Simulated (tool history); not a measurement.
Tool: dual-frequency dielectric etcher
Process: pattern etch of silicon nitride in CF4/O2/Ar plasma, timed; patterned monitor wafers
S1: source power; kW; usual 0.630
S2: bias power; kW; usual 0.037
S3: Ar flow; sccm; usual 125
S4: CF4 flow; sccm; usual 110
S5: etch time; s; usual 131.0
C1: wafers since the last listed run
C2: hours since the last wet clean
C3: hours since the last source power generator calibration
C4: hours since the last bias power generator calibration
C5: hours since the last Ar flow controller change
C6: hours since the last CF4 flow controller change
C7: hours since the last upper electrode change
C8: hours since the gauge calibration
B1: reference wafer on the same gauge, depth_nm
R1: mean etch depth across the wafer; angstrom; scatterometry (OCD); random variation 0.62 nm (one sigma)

run	hour	S1	S2	S3	S4	S5	C1	C2	C3	C4	C5	C6	C7	C8	B1	R1
1	0.0	0.670	0.037	125	110	131.0	0	12.8	2318.1	0.5	4156.6	4642.8	2477.6	176.0	236.0	2832
2	21.7	0.630	0.037	125	110	131.0	141	34.5	2339.8	22.2	4178.3	4664.5	2499.3	197.7	235.9	2718
3	52.2	0.630	0.037	125	110	131.0	198	65.0	2370.3	52.7	4208.8	4695.0	2529.8	228.2	236.0	2723
4	83.0	0.630	0.037	125	110	131.0	200	95.8	2401.1	83.5	4239.6	4725.8	2560.6	259.0	236.1	2728
5	97.0	0.630	0.037	125	110	131.0	91	109.8	2415.1	97.5	4253.6	4739.8	2574.6	273.0	236.1	2727
6	118.6	0.630	0.037	125	110	131.0	140	131.4	2436.7	119.1	4275.2	4761.4	2596.2	294.6	236.0	2733
7	144.6	0.630	0.037	125	110	131.0	169	157.4	2462.7	145.1	4301.2	4787.4	2622.2	320.6	236.0	2745
# hour 151.1: source power generator calibrated
8	162.9	0.630	0.037	125	110	96.0	93	175.7	11.8	163.4	4319.5	4805.7	2640.5	338.9	235.9	1925
# hour 190.5: Ar flow controller replaced
# hour 196.2: upper electrode replaced
9	196.7	0.630	0.037	96	103	96.5	143	209.5	45.6	197.2	6.2	4839.5	0.5	372.7	236.1	1996
10	205.3	0.630	0.037	125	110	131.0	55	218.1	54.2	205.8	14.8	4848.1	9.1	381.3	236.1	2647
11	228.7	0.630	0.033	125	110	131.0	152	241.5	77.6	229.2	38.2	4871.5	32.5	404.7	235.9	2507
# hour 237.6: CF4 flow controller replaced
12	261.6	0.630	0.037	125	110	131.0	175	274.4	110.5	262.1	71.1	24.0	65.4	437.6	236.1	2645
13	274.8	0.630	0.037	140	120	131.0	85	287.6	123.7	275.3	84.3	37.2	78.6	450.8	235.9	2634
14	294.0	0.770	0.037	125	133	131.0	124	306.8	142.9	294.5	103.5	56.4	97.8	470.0	236.0	3108
15	306.6	0.760	0.037	111	110	131.0	82	319.4	155.5	307.1	116.1	69.0	110.4	482.6	236.0	3064
# hour 333.4: gauge calibrated
16	404.7	0.630	0.032	125	110	131.0	638	417.5	253.6	405.2	214.2	167.1	208.5	71.3	236.0	2478
17	422.4	0.630	0.042	125	130	113.0	115	435.2	271.3	422.9	231.9	184.8	226.2	89.0	235.7	2464
18	440.1	0.630	0.031	125	101	131.0	115	452.9	289.0	440.6	249.6	202.5	243.9	106.7	236.2	2413
19	467.1	0.630	0.043	143	110	131.0	175	479.9	316.0	467.6	276.6	229.5	270.9	133.7	235.9	2802
20	495.6	0.630	0.037	125	110	152.0	185	508.4	344.5	496.1	305.1	258.0	299.4	162.2	235.8	3084

Forecast each of these 5 alternatives for the next run:
A	496.1	0.630	0.037	125	110	131.0	3	508.9	345.0	496.6	305.6	258.5	299.9	162.7	?	?
B	496.1	0.490	0.037	151	110	131.0	3	508.9	345.0	496.6	305.6	258.5	299.9	162.7	?	?
C	496.1	0.540	0.040	143	110	131.0	3	508.9	345.0	496.6	305.6	258.5	299.9	162.7	?	?
D	496.1	0.630	0.029	108	133	131.0	3	508.9	345.0	496.6	305.6	258.5	299.9	162.7	?	?
E	496.1	0.490	0.037	154	101	119.0	3	508.9	345.0	496.6	305.6	258.5	299.9	162.7	?	?

run	B1	R1
A	235.9	2652
B	235.9	2190
C	235.9	2438
D	235.9	2476
E	235.9	1964
Without the tool's hidden state the same runs would have given:
run	R1
A	2616
B	2160
C	2405
D	2442
E	1937
